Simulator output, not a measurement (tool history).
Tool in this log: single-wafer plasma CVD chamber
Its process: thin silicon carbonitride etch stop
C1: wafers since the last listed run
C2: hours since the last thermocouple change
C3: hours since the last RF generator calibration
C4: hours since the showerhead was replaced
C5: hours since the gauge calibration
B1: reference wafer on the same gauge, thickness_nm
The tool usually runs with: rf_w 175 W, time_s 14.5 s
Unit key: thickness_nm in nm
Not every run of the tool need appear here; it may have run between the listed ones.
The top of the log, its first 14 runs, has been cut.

At hour 355.3: thermocouple changed; heater temperature recalibrated.
Run 15, hour 355.8: usual settings but rf_w 155 W, time_s 16.8 s; C1 524; C2 0.5; C3 818.7; C4 140.8; C5 179.2; B1 9.640. Result: thickness_nm 9.046 nm.
Run 16, hour 367.9: usual settings; C1 350; C2 12.6; C3 830.8; C4 152.9; C5 191.3; B1 9.638. Result: thickness_nm 8.092 nm.
Run 17, hour 389.9: usual settings but time_s 13.4 s; C1 637; C2 34.6; C3 852.8; C4 174.9; C5 213.3; B1 9.638. Result: thickness_nm 7.477 nm.
Run 18, hour 411.8: usual settings but rf_w 195 W, time_s 16.6 s; C1 634; C2 56.5; C3 874.7; C4 196.8; C5 235.2; B1 9.638. Result: thickness_nm 9.574 nm.
Run 19, hour 442.5: usual settings; C1 889; C2 87.2; C3 905.4; C4 227.5; C5 265.9; B1 9.643. Result: thickness_nm 8.083 nm.
At hour 460.9: RF generator calibrated.
Run 20, hour 462.8: usual settings but rf_w 165 W, time_s 16.6 s; C1 356; C2 107.5; C3 1.9; C4 247.8; C5 286.2; B1 9.643. Result: thickness_nm 9.210 nm.
Run 21, hour 488.6: usual settings; C1 747; C2 133.3; C3 27.7; C4 273.6; C5 312.0; B1 9.641. Result: thickness_nm 8.190 nm.
Run 22, hour 520.8: usual settings but rf_w 160 W, time_s 11.6 s; C1 933; C2 165.5; C3 59.9; C4 305.8; C5 344.2; B1 9.645. Result: thickness_nm 6.375 nm.
Run 23, hour 533.8: usual settings but rf_w 165 W, time_s 15.4 s; C1 376; C2 178.5; C3 72.9; C4 318.8; C5 357.2; B1 9.636. Result: thickness_nm 8.510 nm.
Run 24, hour 569.2: usual settings but rf_w 140 W, time_s 15.6 s; C1 1025; C2 213.9; C3 108.3; C4 354.2; C5 392.6; B1 9.640. Result: thickness_nm 8.206 nm.

Expected results for the next run?
Run 25, hour 598.7: usual settings; C1 854; C2 243.4; C3 137.8; C4 383.7; C5 422.1; B1 ?. Result: thickness_nm ?.

{"run 25": {"B1": 9.643, "thickness_nm": 8.171}}
Were there no unlogged condition in the tool, this run, its random variation unchanged, would have produced thickness_nm 8.205 nm.

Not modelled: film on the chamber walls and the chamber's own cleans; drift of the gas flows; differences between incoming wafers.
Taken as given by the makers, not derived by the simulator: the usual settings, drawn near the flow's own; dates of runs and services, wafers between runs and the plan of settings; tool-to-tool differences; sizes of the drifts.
